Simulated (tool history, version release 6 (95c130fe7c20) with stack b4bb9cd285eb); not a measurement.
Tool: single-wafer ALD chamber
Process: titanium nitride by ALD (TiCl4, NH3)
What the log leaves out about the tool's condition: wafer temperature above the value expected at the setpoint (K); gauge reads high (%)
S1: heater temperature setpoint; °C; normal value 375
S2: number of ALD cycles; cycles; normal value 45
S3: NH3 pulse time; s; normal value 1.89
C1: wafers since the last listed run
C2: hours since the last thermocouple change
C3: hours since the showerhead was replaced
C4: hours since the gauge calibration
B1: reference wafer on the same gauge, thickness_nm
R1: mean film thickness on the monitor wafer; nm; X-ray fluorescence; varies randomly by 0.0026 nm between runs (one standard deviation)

Run 1, hour 0: usual settings; C1 0; C2 443.1; C3 3453.1; C4 1581.1; B1 1.2. Result: R1 1.018 nm.
Run 2, hour 56: usual settings; C1 356; C2 499.1; C3 3509.1; C4 1637.1; B1 1.201. Result: R1 1.02 nm.
Run 3, hour 152.3: usual settings; C1 613; C2 595.4; C3 3605.4; C4 1733.4; B1 1.2. Result: R1 1.022 nm.
Run 4, hour 198: usual settings but S3 2.09 s; C1 290; C2 641.1; C3 3651.1; C4 1779.1; B1 1.2. Result: R1 1.025 nm.
Run 5, hour 321.6: usual settings but S3 2.09 s; C1 786; C2 764.7; C3 3774.7; C4 1902.7; B1 1.2. Result: R1 1.029 nm.
Run 6, hour 348.9: usual settings but S3 2.09 s; C1 173; C2 792; C3 3802; C4 1930; B1 1.2. Result: R1 1.025 nm.
Run 7, hour 418.1: usual settings; C1 440; C2 861.2; C3 3871.2; C4 1999.2; B1 1.2. Result: R1 1.02 nm.
Run 8, hour 476.9: usual settings; C1 374; C2 920; C3 3930; C4 2058; B1 1.2. Result: R1 1.023 nm.
Run 9, hour 528.2: usual settings; C1 326; C2 971.3; C3 3981.3; C4 2109.3; B1 1.201. Result: R1 1.016 nm.
Run 10, hour 563.1: usual settings; C1 222; C2 1006.2; C3 4016.2; C4 2144.2; B1 1.199. Result: R1 1.021 nm.
Run 11, hour 625.7: usual settings; C1 398; C2 1068.8; C3 4078.8; C4 2206.8; B1 1.2. Result: R1 1.013 nm.
Run 12, hour 697.2: usual settings; C1 455; C2 1140.3; C3 4150.3; C4 2278.3; B1 1.2. Result: R1 1.014 nm.
Run 13, hour 766.8: usual settings; C1 443; C2 1209.9; C3 4219.9; C4 2347.9; B1 1.2. Result: R1 1.023 nm.
Run 14, hour 818.9: usual settings; C1 331; C2 1262; C3 4272; C4 2400; B1 1.201. Result: R1 1.019 nm.
Run 15, hour 843.3: usual settings but S1 385 °C; C1 155; C2 1286.4; C3 4296.4; C4 2424.4; B1 1.2. Result: R1 1.03 nm.
Run 16, hour 878.7: usual settings but S1 386 °C, S2 52 cycles, S3 2.5 s; C1 225; C2 1321.8; C3 4331.8; C4 2459.8; B1 1.2. Result: R1 1.208 nm.
Run 17, hour 908.2: usual settings but S1 371 °C, S2 39 cycles, S3 2.23 s; C1 187; C2 1351.3; C3 4361.3; C4 2489.3; B1 1.2. Result: R1 0.889 nm.
Run 18, hour 964.5: usual settings but S2 49 cycles; C1 358; C2 1407.6; C3 4417.6; C4 2545.6; B1 1.2. Result: R1 1.106 nm.
Run 19, hour 1031: usual settings but S1 390 °C, S3 2.19 s; C1 423; C2 1474.1; C3 4484.1; C4 2612.1; B1 1.201. Result: R1 1.041 nm.
Run 20, hour 1102.3: usual settings; C1 453; C2 1545.4; C3 4555.4; C4 2683.4; B1 1.2. Result: R1 1.017 nm.
Run 21, hour 1126.4: usual settings but S1 384 °C, S2 39 cycles, S3 1.56 s; C1 153; C2 1569.5; C3 4579.5; C4 2707.5; B1 1.2. Result: R1 0.88 nm.
Run 22, hour 1182.6: usual settings but S2 49 cycles, S3 1.66 s; C1 357; C2 1625.7; C3 4635.7; C4 2763.7; B1 1.201. Result: R1 1.092 nm.
Run 23, hour 1235: usual settings; C1 333; C2 1678.1; C3 4688.1; C4 2816.1; B1 1.201. Result: R1 1.015 nm.
At hour 1307.1: thermocouple changed; heater temperature recalibrated.
Run 24, hour 1307.6: usual settings; C1 411; C2 0.5; C3 4760.7; C4 2888.7; B1 1.2. Result: R1 1.026 nm.
At hour 1368.7: showerhead replaced.
Run 25, hour 1386.5: usual settings but S1 389 °C; C1 451; C2 79.4; C3 17.8; C4 2967.6; B1 1.2. Result: R1 1.037 nm.
Run 26, hour 1428.6: usual settings but S1 368 °C, S2 37 cycles; C1 268; C2 121.5; C3 59.9; C4 3009.7; B1 1.2. Result: R1 0.833 nm.
Run 27, hour 1462.2: usual settings but S1 371 °C, S2 37 cycles, S3 2.43 s; C1 213; C2 155.1; C3 93.5; C4 3043.3; B1 1.201. Result: R1 0.851 nm.
At hour 1476.3: gauge calibrated.
Run 28, hour 1507.9: usual settings but S2 39 cycles; C1 290; C2 200.8; C3 139.2; C4 31.6; B1 1.2. Result: R1 0.884 nm.
Run 29, hour 1572.3: usual settings but S1 368 °C; C1 410; C2 265.2; C3 203.6; C4 96; B1 1.2. Result: R1 1.008 nm.
Run 30, hour 1600.9: usual settings but S3 1.37 s; C1 182; C2 293.8; C3 232.2; C4 124.6; B1 1.2. Result: R1 0.993 nm.
Run 31, hour 1667.4: usual settings; C1 423; C2 360.3; C3 298.7; C4 191.1; B1 1.2. Result: R1 1.023 nm.
Run 32, hour 1731.9: usual settings but S1 366 °C, S2 52 cycles, S3 2.63 s; C1 410; C2 424.8; C3 363.2; C4 255.6; B1 1.201. Result: R1 1.19 nm.
Run 33, hour 1783.9: usual settings but S1 366 °C, S2 49 cycles, S3 1.52 s; C1 331; C2 476.8; C3 415.2; C4 307.6; B1 1.2. Result: R1 1.066 nm.
Run 34, hour 1823.1: usual settings; C1 249; C2 516; C3 454.4; C4 346.8; B1 1.2. Result: R1 1.022 nm.
Run 35, hour 1852.7: usual settings but S3 2.51 s; C1 188; C2 545.6; C3 484; C4 376.4; B1 1.199. Result: R1 1.04 nm.
Run 36, hour 1907.7: usual settings but S2 50 cycles; C1 350; C2 600.6; C3 539; C4 431.4; B1 1.2. Result: R1 1.13 nm.
Run 37, hour 1974.9: usual settings but S1 390 °C, S2 40 cycles, S3 2.36 s; C1 427; C2 667.8; C3 606.2; C4 498.6; B1 1.2. Result: R1 0.931 nm.
Run 38, hour 2037.9: usual settings but S1 369 °C, S3 1.43 s; C1 401; C2 730.8; C3 669.2; C4 561.6; B1 1.2. Result: R1 0.983 nm.
Run 39, hour 2086.3: usual settings but S1 366 °C, S2 49 cycles, S3 1.52 s; C1 308; C2 779.2; C3 717.6; C4 610; B1 1.2. Result: R1 1.063 nm.
Run 40, hour 2139.5: usual settings but S2 51 cycles, S3 2.24 s; C1 338; C2 832.4; C3 770.8; C4 663.2; B1 1.201. Result: R1 1.167 nm.

For some of the steps in R1 from one run to the next: how much would appear even if the tool had no hidden state, given the settings, what came in and random variation, and how much remains for the hidden state plus any gauge scatter that the measured result and the result without hidden state don't share?
Run 16 -> 17: S1 386 -> 371, S2 52 -> 39, S3 2.5 -> 2.23. R1 -0.319 nm: hidden state -0.003, all else -0.316.
Run 17 -> 18: S1 371 -> 375, S2 39 -> 49, S3 2.23 -> 1.89. R1 +0.217 nm: hidden state -0.003, all else +0.22.
Run 18 -> 19: S1 375 -> 390, S2 49 -> 45, S3 1.89 -> 2.19. R1 -0.065 nm: hidden state +0.006, all else -0.071.
Run 21 -> 22: S1 384 -> 375, S2 39 -> 49, S3 1.56 -> 1.66. R1 +0.212 nm: hidden state -0.006, all else +0.218.
Run 23 -> 24: thermocouple changed; heater temperature recalibrated. R1 +0.011 nm: hidden state +0.01, all else +0.001.
